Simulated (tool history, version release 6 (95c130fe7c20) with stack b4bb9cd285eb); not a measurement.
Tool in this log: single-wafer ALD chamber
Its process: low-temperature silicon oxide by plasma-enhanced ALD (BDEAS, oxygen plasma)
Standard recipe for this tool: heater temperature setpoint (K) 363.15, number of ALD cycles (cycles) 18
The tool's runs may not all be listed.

run	hour	heater temperature setpoint (K)	number of ALD cycles (cycles)	wafers since the last listed run	hours since the last thermocouple change	hours since the gauge calibration	read-back reference wafer on the same gauge, thickness_nm	mean film thickness on the monitor wafer (Å)
1	0.0	363.15	18	0	1558.6	104.1	2.649	24.87
2	10.5	363.15	18	116	1569.1	114.6	2.651	24.77
3	25.0	359.15	16	161	1583.6	129.1	2.651	22.43
4	59.7	374.15	18	385	1618.3	163.8	2.651	23.82
5	75.4	374.15	18	174	1634.0	179.5	2.647	23.86
6	82.5	363.15	18	78	1641.1	186.6	2.649	24.92
7	90.0	363.15	18	83	1648.6	194.1	2.647	24.94
8	126.7	363.15	18	408	1685.3	230.8	2.651	24.84
9	135.4	363.15	18	96	1694.0	239.5	2.651	24.97
10	147.3	363.15	18	132	1705.9	251.4	2.647	24.89
11	155.3	363.15	18	88	1713.9	259.4	2.650	24.88
# hour 158.2: gauge calibrated
12	166.2	363.15	18	121	1724.8	8.0	2.651	24.73
13	182.2	363.15	18	177	1740.8	24.0	2.652	24.89
14	197.6	363.15	18	171	1756.2	39.4	2.649	24.89
15	204.0	363.15	18	71	1762.6	45.8	2.651	24.94
16	215.7	363.15	17	130	1774.3	57.5	2.649	23.52
17	228.1	363.15	17	137	1786.7	69.9	2.650	23.53
# hour 238.1: thermocouple changed; heater temperature recalibrated
18	238.6	351.15	15	27	0.5	80.4	2.651	21.66
19	250.8	373.15	15	135	12.7	92.6	2.648	19.93
20	257.8	363.15	15	77	19.7	99.6	2.651	20.65
21	265.0	351.15	15	80	26.9	106.8	2.651	21.68
22	274.2	363.15	18	102	36.1	116.0	2.649	24.95
23	288.4	363.15	21	157	50.3	130.2	2.651	28.99
24	295.5	377.15	18	78	57.4	137.3	2.651	23.77
25	306.4	363.15	18	121	68.3	148.2	2.649	24.86

Expected results for the next run?
26	321.8	359.15	21	171	83.7	163.6	?	?

{"run 26": {"read-back reference wafer on the same gauge, thickness_nm": 2.653, "mean film thickness on the monitor wafer (Å)": 29.42}}
Without the tool's hidden state the same run would have given mean film thickness on the monitor wafer (Å) 29.42.
